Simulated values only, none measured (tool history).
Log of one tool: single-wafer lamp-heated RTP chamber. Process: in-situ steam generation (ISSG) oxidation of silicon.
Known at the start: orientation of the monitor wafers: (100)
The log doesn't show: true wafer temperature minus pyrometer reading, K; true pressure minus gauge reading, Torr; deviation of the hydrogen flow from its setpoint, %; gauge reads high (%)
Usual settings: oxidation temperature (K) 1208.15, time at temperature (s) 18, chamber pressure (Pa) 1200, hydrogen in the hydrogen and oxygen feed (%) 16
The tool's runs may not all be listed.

run	hour	oxidation temperature (K)	time at temperature (s)	chamber pressure (Pa)	hydrogen in the hydrogen and oxygen feed (%)	wafers since the last listed run	wafers since the last pyrometer calibration	hours since the pressure gauge was zeroed	hours since the hydrogen flow controller was replaced	hours since the gauge calibration	read-back reference wafer on the same gauge, thickness	oxide thickness on the monitor wafer (Å)
1	0	1208.15	18	1200	16	0	5225	1881.9	2033	249.4	3.54	41.02
2	22.6	1208.15	18	1200	16	277	5502	1904.5	2055.6	272	3.539	40.71
3	44.7	1208.15	12	1200	16	270	5773	1926.6	2077.7	294.1	3.541	34.9
4	74.2	1208.15	12	1200	16	361	6135	1956.1	2107.2	323.6	3.542	34.8
5	89.6	1213.15	18	1107	16	188	6324	1971.5	2122.6	339	3.538	41.56
6	104.1	1208.15	18	1200	16	177	6501	1986	2137.1	353.5	3.541	40.65
7	136.1	1208.15	16	1200	16	392	6894	2018	2169.1	385.5	3.542	39.06
# hour 151.1: gauge calibrated
# hour 152.6: pyrometer window cleaned and pyrometer calibrated
8	163.3	1208.15	16	1200	16	235	131	2045.2	2196.3	12.2	3.54	38.46
9	176.7	1208.15	18	1200	16	164	295	2058.6	2209.7	25.6	3.536	40.13
10	203.1	1208.15	18	1200	12	323	619	2085	2236.1	52	3.542	38.02
# hour 237.3: hydrogen flow controller replaced
11	237.8	1208.15	18	1200	16	327	946	2119.7	0.5	86.7	3.542	40.49
12	269.9	1192.15	25	1133	23	393	1340	2151.8	32.6	118.8	3.54	47.85
13	299.4	1208.15	18	1360	16	361	1701	2181.3	62.1	148.3	3.542	39.82
# hour 326.9: pressure gauge zeroed
14	334.3	1208.15	18	1200	16	329	2031	7.4	97	183.2	3.538	40.54
15	347.9	1208.15	15	1267	20	166	2198	21	110.6	196.8	3.544	39.47
16	363.9	1189.15	18	1200	16	196	2394	37	126.6	212.8	3.54	38.55
17	389.2	1208.15	20	1120	20	310	2704	62.3	151.9	238.1	3.542	44.8
18	415.6	1226.15	18	1200	16	323	3028	88.7	178.3	264.5	3.538	42.79
19	448.2	1208.15	18	1200	16	399	3427	121.3	210.9	297.1	3.539	40.9
20	460.7	1208.15	18	1200	16	153	3581	133.8	223.4	309.6	3.543	40.71
21	480.6	1208.15	18	1200	11	243	3824	153.7	243.3	329.5	3.541	37.7
22	502.1	1213.15	18	1107	16	263	4088	175.2	264.8	351	3.541	41.43

5 ways to go on from here, each from the tool as it stands after run 22. What would each give?
A	502.5	1208.15	18	1200	16	4	4093	175.6	265.2	351.4	?	?
B	502.5	1197.15	15	1360	16	4	4093	175.6	265.2	351.4	?	?
C	502.5	1208.15	13	1147	16	4	4093	175.6	265.2	351.4	?	?
D	502.5	1208.15	18	1107	11	4	4093	175.6	265.2	351.4	?	?
E	502.5	1208.15	25	1333	23	4	4093	175.6	265.2	351.4	?	?

run	read-back reference wafer on the same gauge, thickness	oxide thickness on the monitor wafer (Å)
A	3.54	40.69
B	3.54	36.29
C	3.54	36.02
D	3.54	37.75
E	3.54	49.46
Without the tool's hidden state the same runs would have given:
run	oxide thickness on the monitor wafer (Å)
A	40.21
B	35.91
C	35.65
D	37.31
E	48.8
